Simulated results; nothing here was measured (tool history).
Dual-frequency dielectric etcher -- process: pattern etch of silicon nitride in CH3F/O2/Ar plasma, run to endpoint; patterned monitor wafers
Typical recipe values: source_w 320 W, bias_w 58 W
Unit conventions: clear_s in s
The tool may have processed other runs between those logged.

run	day	source_w	bias_w	incoming incoming film thickness, nm	clear_s
1	0.000	340	58	46.30	79.4
2	1.342	340	58	45.96	78.4
3	3.104	320	58	46.53	82.0
# day 5.112: wet clean of the chamber
4	5.362	320	58	46.09	79.5
5	8.112	320	58	45.85	79.8
6	10.167	320	58	46.02	81.0
7	11.408	320	58	45.81	79.9
8	13.896	320	58	45.19	77.9
# day 17.629: source power generator calibrated
# day 17.650: bias power generator calibrated
9	18.275	320	58	45.78	79.3
10	21.142	320	58	46.05	80.9
11	22.879	320	52	46.14	85.2
# day 28.038: wet clean of the chamber
# day 32.783: upper electrode replaced
12	32.804	320	52	45.56	82.5
13	34.558	320	52	46.15	82.8
14	36.938	370	50	45.83	82.4
15	39.088	390	66	45.49	71.0
16	41.317	290	68	46.20	76.1
17	43.042	350	47	45.54	84.5
18	45.492	320	58	45.69	79.7
19	47.367	320	58	46.28	80.2
# day 49.400: wet clean of the chamber
20	49.638	320	49	46.01	85.4
21	52.304	320	58	46.09	80.2
22	55.100	320	58	45.85	79.4
23	56.442	370	64	46.33	75.3
24	59.342	320	58	45.47	78.7
25	61.250	320	58	45.91	81.2
26	64.188	320	65	46.16	77.7
27	65.304	360	49	46.03	82.6
28	66.883	270	66	45.89	78.4
29	69.375	320	58	45.69	79.2
30	71.212	260	64	45.88	79.7
# day 72.279: wet clean of the chamber
31	73.729	320	51	45.98	84.0
32	75.804	380	50	45.42	79.4
33	78.112	280	50	45.88	86.3
34	79.546	340	45	45.95	87.6
35	82.450	320	58	45.80	79.3
36	87.888	320	58	45.54	79.3

Exercise: give the hidden state of the tool at every run:
etch rate over this chamber's usual, %: 0 across all the runs
source power that arrives over what is set, %: 0 across all the runs
bias power that arrives over what is set, %: 0 across all the runs
